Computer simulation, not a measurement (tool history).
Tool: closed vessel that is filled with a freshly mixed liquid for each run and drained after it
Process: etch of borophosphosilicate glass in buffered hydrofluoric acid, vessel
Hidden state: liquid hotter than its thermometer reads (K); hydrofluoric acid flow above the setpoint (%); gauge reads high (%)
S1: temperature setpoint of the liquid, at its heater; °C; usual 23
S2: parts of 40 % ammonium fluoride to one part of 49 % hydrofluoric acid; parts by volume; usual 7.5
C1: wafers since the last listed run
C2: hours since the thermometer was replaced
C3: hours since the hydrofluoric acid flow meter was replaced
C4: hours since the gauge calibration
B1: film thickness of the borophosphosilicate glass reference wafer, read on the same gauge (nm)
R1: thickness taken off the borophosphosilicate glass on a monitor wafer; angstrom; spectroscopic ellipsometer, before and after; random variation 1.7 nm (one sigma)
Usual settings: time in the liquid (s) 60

Run 1, hour 0: usual settings; C1 0; C2 492; C3 746.1; C4 192.4; B1 130.02. Result: R1 1972.5 angstrom.
Run 2, hour 15.6: usual settings; C1 1255; C2 507.6; C3 761.7; C4 208; B1 130.01. Result: R1 1992.2 angstrom.
Run 3, hour 27: usual settings; C1 917; C2 519; C3 773.1; C4 219.4; B1 129.98. Result: R1 1973.6 angstrom.
Run 4, hour 38.4: usual settings; C1 917; C2 530.4; C3 784.5; C4 230.8; B1 129.99. Result: R1 1991.2 angstrom.
Run 5, hour 50.7: usual settings; C1 990; C2 542.7; C3 796.8; C4 243.1; B1 130.03. Result: R1 1995.3 angstrom.
Run 6, hour 65.9: usual settings; C1 1223; C2 557.9; C3 812; C4 258.3; B1 130. Result: R1 2018.8 angstrom.
Run 7, hour 83.9: usual settings but S1 19 °C; C1 1448; C2 575.9; C3 830; C4 276.3; B1 130.01. Result: R1 1586.3 angstrom.
Run 8, hour 100.7: usual settings; C1 1352; C2 592.7; C3 846.8; C4 293.1; B1 130. Result: R1 1995.5 angstrom.
Run 9, hour 114.7: usual settings; C1 1126; C2 606.7; C3 860.8; C4 307.1; B1 129.99. Result: R1 1978.8 angstrom.
Run 10, hour 123.1: usual settings but S1 25 °C; C1 676; C2 615.1; C3 869.2; C4 315.5; B1 130.03. Result: R1 2236.1 angstrom.
Run 11, hour 135.9: usual settings but S1 25 °C; C1 1030; C2 627.9; C3 882; C4 328.3; B1 129.99. Result: R1 2221.9 angstrom.
Run 12, hour 144.7: usual settings but time in the liquid (s) 50; C1 708; C2 636.7; C3 890.8; C4 337.1; B1 130.03. Result: R1 1662.2 angstrom.
Run 13, hour 159: usual settings but time in the liquid (s) 50; C1 1151; C2 651; C3 905.1; C4 351.4; B1 129.97. Result: R1 1671.6 angstrom.
Run 14, hour 172: usual settings but time in the liquid (s) 50; C1 1046; C2 664; C3 918.1; C4 364.4; B1 130. Result: R1 1658.3 angstrom.
At hour 176.7: thermometer replaced.
Run 15, hour 179.2: usual settings; C1 499; C2 2.5; C3 925.3; C4 371.6; B1 129.98. Result: R1 2212 angstrom.
Run 16, hour 192.5: usual settings but S1 25 °C, time in the liquid (s) 35; C1 1070; C2 15.8; C3 938.6; C4 384.9; B1 129.99. Result: R1 1404.4 angstrom.
Run 17, hour 246.3: usual settings but S1 25.5 °C, S2 8.5 parts by volume, time in the liquid (s) 35; C1 4330; C2 69.6; C3 992.4; C4 438.7; B1 129.99. Result: R1 1290.2 angstrom.
At hour 261.2: hydrofluoric acid flow meter replaced.
Run 18, hour 261.7: usual settings but S1 24.5 °C, S2 5.5 parts by volume, time in the liquid (s) 45; C1 1159; C2 85; C3 0.5; C4 454.1; B1 130.02. Result: R1 2386.3 angstrom.
At hour 270.1: thermometer replaced, repeated, since the last time left the tool worse.
Run 19, hour 275.4: usual settings but S1 27 °C, S2 5.5 parts by volume; C1 1022; C2 5.3; C3 14.2; C4 467.8; B1 130.02. Result: R1 3120.4 angstrom.
Run 20, hour 291.7: usual settings but S1 25 °C, S2 10 parts by volume; C1 1312; C2 21.6; C3 30.5; C4 484.1; B1 130.02. Result: R1 1622.5 angstrom.
Run 21, hour 306.1: usual settings but S1 25 °C, S2 9 parts by volume, time in the liquid (s) 30; C1 1159; C2 36; C3 44.9; C4 498.5; B1 130.01. Result: R1 871.3 angstrom.
Run 22, hour 356.6: usual settings but time in the liquid (s) 70; C1 4065; C2 86.5; C3 95.4; C4 549; B1 130. Result: R1 2227.5 angstrom.
At hour 358.7: gauge calibrated.
Run 23, hour 368.5: usual settings; C1 957; C2 98.4; C3 107.3; C4 9.8; B1 130. Result: R1 1874.7 angstrom.
Run 24, hour 383.7: usual settings but S1 27 °C, time in the liquid (s) 90; C1 1223; C2 113.6; C3 122.5; C4 25; B1 130.01. Result: R1 3560.2 angstrom.
Run 25, hour 400: usual settings; C1 1312; C2 129.9; C3 138.8; C4 41.3; B1 130. Result: R1 1899.8 angstrom.
Run 26, hour 407: usual settings but S1 27.5 °C, S2 5 parts by volume, time in the liquid (s) 90; C1 563; C2 136.9; C3 145.8; C4 48.3; B1 130.02. Result: R1 5210.9 angstrom.
Run 27, hour 419.2: usual settings but S2 9.5 parts by volume, time in the liquid (s) 95; C1 982; C2 149.1; C3 158; C4 60.5; B1 130. Result: R1 2413.2 angstrom.
Run 28, hour 433.5: usual settings; C1 1151; C2 163.4; C3 172.3; C4 74.8; B1 130. Result: R1 1924.1 angstrom.
Run 29, hour 445.8: usual settings but S2 9 parts by volume; C1 990; C2 175.7; C3 184.6; C4 87.1; B1 130. Result: R1 1584.9 angstrom.
Run 30, hour 457.4: usual settings but S1 25.5 °C, time in the liquid (s) 70; C1 933; C2 187.3; C3 196.2; C4 98.7; B1 130. Result: R1 2541.3 angstrom.

Forecast each of these 5 alternatives for the next run:
Run A, hour 458.1: usual settings; C1 56; C2 188; C3 196.9; C4 99.4; B1 ?. Result: R1 ?.
Run B, hour 458.1: usual settings but S1 20 °C, S2 5 parts by volume, time in the liquid (s) 75; C1 56; C2 188; C3 196.9; C4 99.4; B1 ?. Result: R1 ?.
Run C, hour 458.1: usual settings but S1 25 °C, S2 9 parts by volume, time in the liquid (s) 45; C1 56; C2 188; C3 196.9; C4 99.4; B1 ?. Result: R1 ?.
Run D, hour 458.1: usual settings but S1 21.5 °C, S2 5 parts by volume, time in the liquid (s) 80; C1 56; C2 188; C3 196.9; C4 99.4; B1 ?. Result: R1 ?.
Run E, hour 458.1: usual settings but S1 18.5 °C, S2 9 parts by volume, time in the liquid (s) 85; C1 56; C2 188; C3 196.9; C4 99.4; B1 ?. Result: R1 ?.

run      B1      R1
  A  130.03    1942
  B  130.03  2991.3
  C  130.03    1328
  D  130.03  3461.5
  E  130.03  1761.2
Without the tool's hidden state the same runs would have given:
run      R1
  A  1882.1
  B    2898
  C  1287.5
  D  3354.4
  E  1705.3
